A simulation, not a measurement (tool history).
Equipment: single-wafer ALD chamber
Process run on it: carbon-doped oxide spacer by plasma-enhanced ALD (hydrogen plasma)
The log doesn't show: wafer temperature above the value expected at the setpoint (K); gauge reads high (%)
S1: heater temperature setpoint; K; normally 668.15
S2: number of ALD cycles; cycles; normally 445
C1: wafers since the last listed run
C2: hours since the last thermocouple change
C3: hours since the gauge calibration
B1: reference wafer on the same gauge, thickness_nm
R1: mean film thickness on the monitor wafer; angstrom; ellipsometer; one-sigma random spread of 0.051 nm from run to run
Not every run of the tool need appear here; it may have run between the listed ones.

run    hour      S1   S2   C1      C2      C3      B1      R1
  1     0.0  668.15  445    0   614.8  1525.5  22.411  201.81
  2    50.5  668.15  445   50   665.3  1576.0  22.398  201.15
  3   117.2  668.15  445   66   732.0  1642.7  22.405  201.25
  4   218.5  668.15  445  100   833.3  1744.0  22.424  201.14
  5   288.9  668.15  445   69   903.7  1814.4  22.404  201.39
  6   345.7  668.15  445   56   960.5  1871.2  22.398  200.62
  7   433.5  668.15  445   87  1048.3  1959.0  22.377  201.66
  8   527.2  668.15  445   92  1142.0  2052.7  22.385  201.22
  9   719.7  668.15  445  190  1334.5  2245.2  22.379  200.72
 10   808.9  668.15  445   88  1423.7  2334.4  22.344  200.35
 11   969.1  668.15  445  158  1583.9  2494.6  22.333  200.34
 12  1045.3  668.15  499   75  1660.1  2570.8  22.325  224.80
 13  1097.9  668.15  499   52  1712.7  2623.4  22.354  225.62
 14  1139.6  668.15  378   41  1754.4  2665.1  22.334  170.21
 15  1228.4  668.15  409   88  1843.2  2753.9  22.314  184.49
 16  1283.0  661.15  445   54  1897.8  2808.5  22.304  200.41
 17  1388.1  661.15  445  104  2002.9  2913.6  22.302  200.47
     1478.7  -- thermocouple changed; heater temperature recalibrated
 18  1479.2  661.15  445   82     0.5  3004.7  22.295  200.46
 19  1570.8  668.15  445   90    92.1  3096.3  22.309  199.93
 20  1815.6  668.15  445  242   336.9  3341.1  22.240  199.63
 21  1889.6  668.15  445   73   410.9  3415.1  22.257  199.13
 22  1926.0  661.15  445   36   447.3  3451.5  22.244  199.62
 23  2018.6  653.15  532   91   539.9  3544.1  22.234  238.85
 24  2072.8  668.15  445   53   594.1  3598.3  22.222  198.93
 25  2146.2  663.15  507   72   667.5  3671.7  22.239  228.35
     2195.2  -- gauge calibrated
 26  2233.4  655.15  532   86   754.7    38.2  22.468  241.67
 27  2463.7  668.15  372  228   985.0   268.5  22.454  168.88
 28  2527.8  656.15  372   63  1049.1   332.6  22.464  168.76
 29  2605.1  659.15  534   76  1126.4   409.9  22.465  241.33
 30  2697.6  657.15  411   91  1218.9   502.4  22.452  185.93
 31  2791.4  672.15  527   93  1312.7   596.2  22.450  239.58
 32  2854.9  664.15  477   62  1376.2   659.7  22.474  215.75
 33  2905.4  678.15  511   50  1426.7   710.2  22.435  228.38
 34  3114.8  664.15  394  207  1636.1   919.6  22.449  178.58
 35  3198.0  668.15  445   82  1719.3  1002.8  22.438  201.07
 36  3267.9  678.15  445   69  1789.2  1072.7  22.454  199.57
 37  3307.4  659.15  445   39  1828.7  1112.2  22.435  201.12
 38  3350.8  668.15  445   43  1872.1  1155.6  22.430  202.23
 39  3397.5  673.15  527   46  1918.8  1202.3  22.459  238.27
 40  3493.0  668.15  482   94  2014.3  1297.8  22.429  218.12
     3647.6  -- thermocouple changed; heater temperature recalibrated
 41  3658.2  668.15  445  155    10.6  1463.0  22.425  201.66
 42  3764.5  668.15  445  105   116.9  1569.3  22.395  201.94
 43  3830.1  668.15  445   65   182.5  1634.9  22.425  201.20
 44  3873.3  676.15  481   42   225.7  1678.1  22.416  216.44
 45  3945.3  682.15  380   71   297.7  1750.1  22.403  168.57

What would each run have given without the hidden state, its run-to-run variation left as it was?
run      R1
  1  202.57
  2  201.94
  3  202.08
  4  202.02
  5  202.31
  6  201.57
  7  202.66
  8  202.29
  9  201.92
 10  201.61
 11  201.72
 12  226.42
 13  227.29
 14  171.50
 15  185.96
 16  202.06
 17  202.22
 18  202.29
 19  201.85
 20  201.79
 21  201.36
 22  201.90
 23  241.71
 24  201.37
 25  231.24
 26  242.05
 27  169.15
 28  169.04
 29  241.74
 30  186.26
 31  240.02
 32  216.16
 33  228.83
 34  178.98
 35  201.55
 36  200.06
 37  201.63
 38  202.76
 39  238.92
 40  218.75
 41  202.32
 42  202.65
 43  201.94
 44  217.26
 45  169.24
